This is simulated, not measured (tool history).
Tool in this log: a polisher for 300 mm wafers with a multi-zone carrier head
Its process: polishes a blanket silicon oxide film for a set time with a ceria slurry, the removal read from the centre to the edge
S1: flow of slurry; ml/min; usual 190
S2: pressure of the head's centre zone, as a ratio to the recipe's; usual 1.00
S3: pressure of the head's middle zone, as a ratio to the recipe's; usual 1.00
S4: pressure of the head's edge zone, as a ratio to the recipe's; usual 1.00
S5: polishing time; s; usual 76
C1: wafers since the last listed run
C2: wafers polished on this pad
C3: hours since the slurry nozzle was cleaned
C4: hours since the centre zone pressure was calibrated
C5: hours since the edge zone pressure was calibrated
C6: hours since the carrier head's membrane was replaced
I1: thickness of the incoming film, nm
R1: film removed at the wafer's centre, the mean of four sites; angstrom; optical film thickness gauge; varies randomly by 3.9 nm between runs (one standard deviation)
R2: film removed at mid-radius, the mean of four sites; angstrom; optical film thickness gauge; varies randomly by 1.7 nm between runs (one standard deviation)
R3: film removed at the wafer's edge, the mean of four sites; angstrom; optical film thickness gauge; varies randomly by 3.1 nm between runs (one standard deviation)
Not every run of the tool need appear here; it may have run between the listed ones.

run 1 hour=0.0 | S1=190 S2=1.00 S3=1.00 S4=1.00 S5=76 | C1=0 C2=801 C3=410.2 C4=161.5 C5=371.5 C6=1381.9 | I1=1546.7 | R1=2554 R2=2421 R3=2467
run 2 hour=66.2 | S1=190 S2=1.00 S3=1.00 S4=1.00 S5=76 | C1=449 C2=1250 C3=476.4 C4=227.7 C5=437.7 C6=1448.1 | I1=1517.8 | R1=2395 R2=2418 R3=2459
run 3 hour=103.5 | S1=210 S2=1.00 S3=1.00 S4=1.00 S5=76 | C1=253 C2=1503 C3=513.7 C4=265.0 C5=475.0 C6=1485.4 | I1=1539.6 | R1=2505 R2=2420 R3=2459
run 4 hour=147.7 | S1=190 S2=1.00 S3=1.00 S4=1.00 S5=76 | C1=299 C2=1802 C3=557.9 C4=309.2 C5=519.2 C6=1529.6 | I1=1538.1 | R1=2364 R2=2282 R3=2365
-- hour=158.1 edge zone pressure recalibrated
run 5 hour=208.4 | S1=190 S2=1.00 S3=1.12 S4=0.89 S5=88 | C1=398 C2=2201 C3=618.6 C4=369.9 C5=50.3 C6=1590.3 | I1=1560.0 | R1=2613 R2=2687 R3=2575
-- hour=218.2 slurry nozzle cleaned
run 6 hour=300.6 | S1=190 S2=0.92 S3=1.00 S4=1.00 S5=76 | C1=618 C2=2819 C3=82.4 C4=462.1 C5=142.5 C6=1682.5 | I1=1513.6 | R1=2447 R2=2524 R3=2537
-- hour=362.9 carrier head's membrane replaced by a new one
run 7 hour=384.7 | S1=190 S2=1.00 S3=1.06 S4=0.91 S5=53 | C1=536 C2=3356 C3=166.5 C4=546.2 C5=226.6 C6=21.8 | I1=1521.6 | R1=1855 R2=1806 R3=1707
-- hour=410.8 centre zone pressure recalibrated
run 8 hour=457.7 | S1=190 S2=1.00 S3=1.00 S4=1.00 S5=76 | C1=481 C2=3838 C3=239.5 C4=46.9 C5=299.6 C6=94.8 | I1=1524.1 | R1=2608 R2=2530 R3=2579
-- hour=539.3 worn pad replaced by a new one
run 9 hour=561.2 | S1=190 S2=1.00 S3=1.00 S4=1.00 S5=76 | C1=674 C2=148 C3=343.0 C4=150.4 C5=403.1 C6=198.3 | I1=1541.4 | R1=2607 R2=2442 R3=2541
run 10 hour=618.8 | S1=190 S2=1.00 S3=1.00 S4=1.00 S5=76 | C1=390 C2=539 C3=400.6 C4=208.0 C5=460.7 C6=255.9 | I1=1532.2 | R1=2600 R2=2477 R3=2495
run 11 hour=659.1 | S1=190 S2=1.09 S3=1.00 S4=1.00 S5=76 | C1=273 C2=812 C3=440.9 C4=248.3 C5=501.0 C6=296.2 | I1=1545.7 | R1=2671 R2=2395 R3=2474
-- hour=692.1 edge zone pressure recalibrated
run 12 hour=715.7 | S1=230 S2=1.00 S3=1.00 S4=1.00 S5=76 | C1=370 C2=1183 C3=497.5 C4=304.9 C5=23.6 C6=352.8 | I1=1508.1 | R1=2594 R2=2458 R3=2518
run 13 hour=774.3 | S1=190 S2=1.00 S3=1.00 S4=1.00 S5=76 | C1=397 C2=1580 C3=556.1 C4=363.5 C5=82.2 C6=411.4 | I1=1511.1 | R1=2423 R2=2291 R3=2389
-- hour=809.1 slurry nozzle cleaned
run 14 hour=838.7 | S1=190 S2=1.00 S3=1.00 S4=1.00 S5=76 | C1=430 C2=2010 C3=29.6 C4=427.9 C5=146.6 C6=475.8 | I1=1519.9 | R1=2688 R2=2534 R3=2535
run 15 hour=906.0 | S1=220 S2=1.00 S3=0.92 S4=1.00 S5=76 | C1=456 C2=2467 C3=96.9 C4=495.2 C5=213.9 C6=543.1 | I1=1510.7 | R1=2724 R2=2482 R3=2676
-- hour=927.4 centre zone pressure recalibrated
run 16 hour=1013.6 | S1=190 S2=1.00 S3=1.00 S4=1.08 S5=52 | C1=716 C2=3183 C3=204.5 C4=86.2 C5=321.5 C6=650.7 | I1=1515.4 | R1=1800 R2=1745 R3=1818
run 17 hour=1055.2 | S1=230 S2=1.10 S3=1.10 S4=1.00 S5=76 | C1=282 C2=3465 C3=246.1 C4=127.8 C5=363.1 C6=692.3 | I1=1530.5 | R1=2852 R2=2718 R3=2634
-- hour=1099.6 worn pad replaced by a new one
run 18 hour=1153.2 | S1=190 S2=1.00 S3=0.96 S4=1.00 S5=76 | C1=637 C2=363 C3=344.1 C4=225.8 C5=461.1 C6=790.3 | I1=1564.1 | R1=2589 R2=2436 R3=2500
run 19 hour=1190.7 | S1=190 S2=1.00 S3=1.00 S4=0.90 S5=76 | C1=254 C2=618 C3=381.6 C4=263.3 C5=498.6 C6=827.8 | I1=1539.4 | R1=2523 R2=2457 R3=2397
run 20 hour=1270.2 | S1=190 S2=1.07 S3=1.00 S4=1.00 S5=76 | C1=539 C2=1157 C3=461.1 C4=342.8 C5=578.1 C6=907.3 | I1=1527.6 | R1=2666 R2=2397 R3=2469
-- hour=1328.3 edge zone pressure recalibrated
run 21 hour=1371.9 | S1=210 S2=1.00 S3=1.00 S4=1.11 S5=87 | C1=676 C2=1833 C3=562.8 C4=444.5 C5=43.6 C6=1009.0 | I1=1524.5 | R1=2733 R2=2662 R3=2961
-- hour=1437.0 slurry nozzle cleaned
-- hour=1438.3 centre zone pressure recalibrated
run 22 hour=1450.1 | S1=190 S2=1.00 S3=0.94 S4=1.08 S5=76 | C1=515 C2=2349 C3=13.1 C4=11.8 C5=121.8 C6=1087.2 | I1=1533.6 | R1=2692 R2=2479 R3=2573

Each row is a separate what-if for the run after 22, all from the same tool condition, not one after another. Results?
run A hour=1450.5 | S1=190 S2=1.00 S3=1.00 S4=1.00 S5=76 | C1=2 C2=2351 C3=13.5 C4=12.2 C5=122.2 C6=1087.6 | I1=1537.2 | R1=? R2=? R3=?
run B hour=1450.5 | S1=160 S2=1.00 S3=1.00 S4=0.89 S5=76 | C1=2 C2=2351 C3=13.5 C4=12.2 C5=122.2 C6=1087.6 | I1=1537.2 | R1=? R2=? R3=?
run C hour=1450.5 | S1=230 S2=1.00 S3=1.00 S4=1.00 S5=88 | C1=2 C2=2351 C3=13.5 C4=12.2 C5=122.2 C6=1087.6 | I1=1537.2 | R1=? R2=? R3=?
run D hour=1450.5 | S1=130 S2=1.00 S3=1.00 S4=1.00 S5=76 | C1=2 C2=2351 C3=13.5 C4=12.2 C5=122.2 C6=1087.6 | I1=1537.2 | R1=? R2=? R3=?

run=A R1=2616 R2=2552 R3=2552
run=B R1=2524 R2=2472 R3=2393
run=C R1=3127 R2=3040 R3=3018
run=D R1=2391 R2=2356 R3=2410
Without the tool's hidden state the same runs would have given:
run=A R1=2617 R2=2552 R3=2553
run=B R1=2525 R2=2473 R3=2394
run=C R1=3127 R2=3041 R3=3019
run=D R1=2392 R2=2357 R3=2411
